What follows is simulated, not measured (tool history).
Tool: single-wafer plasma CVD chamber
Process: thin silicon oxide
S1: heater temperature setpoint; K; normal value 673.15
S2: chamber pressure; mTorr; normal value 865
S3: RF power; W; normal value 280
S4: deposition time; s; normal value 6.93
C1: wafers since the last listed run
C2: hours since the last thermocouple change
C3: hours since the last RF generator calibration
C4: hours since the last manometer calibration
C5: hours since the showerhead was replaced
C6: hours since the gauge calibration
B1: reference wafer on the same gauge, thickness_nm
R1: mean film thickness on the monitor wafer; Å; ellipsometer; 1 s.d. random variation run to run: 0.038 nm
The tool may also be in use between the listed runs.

Run 1, hour 0: usual settings; C1 0; C2 2182.5; C3 748.9; C4 1505.1; C5 7776.9; C6 1201; B1 11.203. Result: R1 132.21 Å.
At hour 16.8: thermocouple changed; heater temperature recalibrated.
Run 2, hour 17.3: usual settings; C1 272; C2 0.5; C3 766.2; C4 1522.4; C5 7794.2; C6 1218.3; B1 11.203. Result: R1 132.71 Å.
Run 3, hour 39.5: usual settings but S2 965 mTorr; C1 650; C2 22.7; C3 788.4; C4 1544.6; C5 7816.4; C6 1240.5; B1 11.203. Result: R1 139.9 Å.
At hour 47: gauge calibrated.
Run 4, hour 58.1: usual settings but S2 942 mTorr; C1 545; C2 41.3; C3 807; C4 1563.2; C5 7835; C6 11.1; B1 11.202. Result: R1 138.08 Å.
Run 5, hour 73.4: usual settings but S2 942 mTorr; C1 448; C2 56.6; C3 822.3; C4 1578.5; C5 7850.3; C6 26.4; B1 11.195. Result: R1 137.65 Å.
Run 6, hour 132.7: usual settings; C1 1738; C2 115.9; C3 881.6; C4 1637.8; C5 7909.6; C6 85.7; B1 11.199. Result: R1 131.58 Å.
Run 7, hour 149.9: usual settings; C1 504; C2 133.1; C3 898.8; C4 1655; C5 7926.8; C6 102.9; B1 11.2. Result: R1 131.47 Å.
Run 8, hour 178.4: usual settings but S4 7.31 s; C1 835; C2 161.6; C3 927.3; C4 1683.5; C5 7955.3; C6 131.4; B1 11.199. Result: R1 138.38 Å.
Run 9, hour 203.2: usual settings but S1 683.15 K; C1 726; C2 186.4; C3 952.1; C4 1708.3; C5 7980.1; C6 156.2; B1 11.197. Result: R1 130.21 Å.
At hour 255.7: capacitance manometer re-zeroed and calibrated.
Run 10, hour 284.5: usual settings but S3 330 W, S4 8.18 s; C1 2148; C2 267.7; C3 1033.4; C4 28.8; C5 8061.4; C6 237.5; B1 11.205. Result: R1 171.45 Å.
Run 11, hour 319.7: usual settings but S1 664.15 K, S2 943 mTorr, S3 310 W, S4 5.67 s; C1 1031; C2 302.9; C3 1068.6; C4 64; C5 8096.6; C6 272.7; B1 11.202. Result: R1 121.16 Å.
At hour 341.2: showerhead replaced.
Run 12, hour 341.7: usual settings but S2 810 mTorr, S3 245 W, S4 6.21 s; C1 410; C2 324.9; C3 1090.6; C4 86; C5 0.5; C6 294.7; B1 11.206. Result: R1 109.2 Å.
Run 13, hour 372.3: usual settings; C1 896; C2 355.5; C3 1121.2; C4 116.6; C5 31.1; C6 325.3; B1 11.206. Result: R1 134.67 Å.
Run 14, hour 402.7: usual settings but S1 685.15 K, S2 705 mTorr, S3 320 W, S4 7.86 s; C1 891; C2 385.9; C3 1151.6; C4 147; C5 61.5; C6 355.7; B1 11.205. Result: R1 145.6 Å.
Run 15, hour 422.3: usual settings; C1 574; C2 405.5; C3 1171.2; C4 166.6; C5 81.1; C6 375.3; B1 11.199. Result: R1 134 Å.
Run 16, hour 452.3: usual settings; C1 879; C2 435.5; C3 1201.2; C4 196.6; C5 111.1; C6 405.3; B1 11.199. Result: R1 134.02 Å.
Run 17, hour 471.7: usual settings but S3 330 W, S4 8.18 s; C1 568; C2 454.9; C3 1220.6; C4 216; C5 130.5; C6 424.7; B1 11.199. Result: R1 170.59 Å.
At hour 500.4: RF generator calibrated.
Run 18, hour 500.9: usual settings but S2 703 mTorr, S4 8.21 s; C1 621; C2 484.1; C3 0.5; C4 245.2; C5 159.7; C6 453.9; B1 11.201. Result: R1 147.95 Å.
Run 19, hour 526.8: usual settings; C1 759; C2 510; C3 26.4; C4 271.1; C5 185.6; C6 479.8; B1 11.196. Result: R1 138.23 Å.
Run 20, hour 547.4: usual settings but S1 682.15 K, S2 696 mTorr, S3 300 W; C1 603; C2 530.6; C3 47; C4 291.7; C5 206.2; C6 500.4; B1 11.205. Result: R1 127.37 Å.
Run 21, hour 569.8: usual settings but S1 668.15 K, S3 230 W; C1 656; C2 553; C3 69.4; C4 314.1; C5 228.6; C6 522.8; B1 11.203. Result: R1 125.76 Å.
Run 22, hour 592.4: usual settings but S1 684.15 K, S3 230 W; C1 662; C2 575.6; C3 92; C4 336.7; C5 251.2; C6 545.4; B1 11.201. Result: R1 123.61 Å.
Run 23, hour 620.8: usual settings but S2 1044 mTorr, S3 330 W, S4 7.98 s; C1 832; C2 604; C3 120.4; C4 365.1; C5 279.6; C6 573.8; B1 11.2. Result: R1 187.93 Å.
Run 24, hour 647.2: usual settings but S1 679.15 K, S2 929 mTorr, S4 6.42 s; C1 773; C2 630.4; C3 146.8; C4 391.5; C5 306; C6 600.2; B1 11.193. Result: R1 131.14 Å.
Run 25, hour 682.4: usual settings but S2 738 mTorr, S3 310 W; C1 1031; C2 665.6; C3 182; C4 426.7; C5 341.2; C6 635.4; B1 11.199. Result: R1 132.93 Å.
Run 26, hour 694.7: usual settings but S2 790 mTorr, S3 225 W; C1 360; C2 677.9; C3 194.3; C4 439; C5 353.5; C6 647.7; B1 11.194. Result: R1 117.56 Å.
Run 27, hour 725.4: usual settings but S1 687.15 K, S3 255 W, S4 8 s; C1 899; C2 708.6; C3 225; C4 469.7; C5 384.2; C6 678.4; B1 11.197. Result: R1 149.62 Å.
Run 28, hour 750.4: usual settings but S3 325 W; C1 732; C2 733.6; C3 250; C4 494.7; C5 409.2; C6 703.4; B1 11.205. Result: R1 145.88 Å.
Run 29, hour 770.2: usual settings but S1 681.15 K, S2 960 mTorr, S4 7.61 s; C1 580; C2 753.4; C3 269.8; C4 514.5; C5 429; C6 723.2; B1 11.195. Result: R1 156.63 Å.

Below, each run's measurement less what the same run would have read without the hidden state. Both values contain the same run-to-run variation, but the gauge's scatter may not be the same in both:
Hidden state at play: wafer temperature above the value expected at the setpoint (K); delivered RF power above the setpoint (%); true pressure above the setpoint (%); gauge reads high (%).
run     R1
  1  -7.08
  2  -7.21
  3  -7.74
  4  -7.75
  5  -7.83
  6  -7.84
  7  -7.94
  8  -8.53
  9  -8.17
 10  -5.22
 11  -3.97
 12  -4.17
 13     -5
 14  -5.27
 15  -5.28
 16  -5.46
 17  -6.52
 18   -1.4
 19  -1.32
 20  -1.46
 21  -1.46
 22  -1.55
 23  -2.47
 24   -1.9
 25  -2.26
 26  -2.16
 27  -2.71
 28  -2.67
 29  -3.06
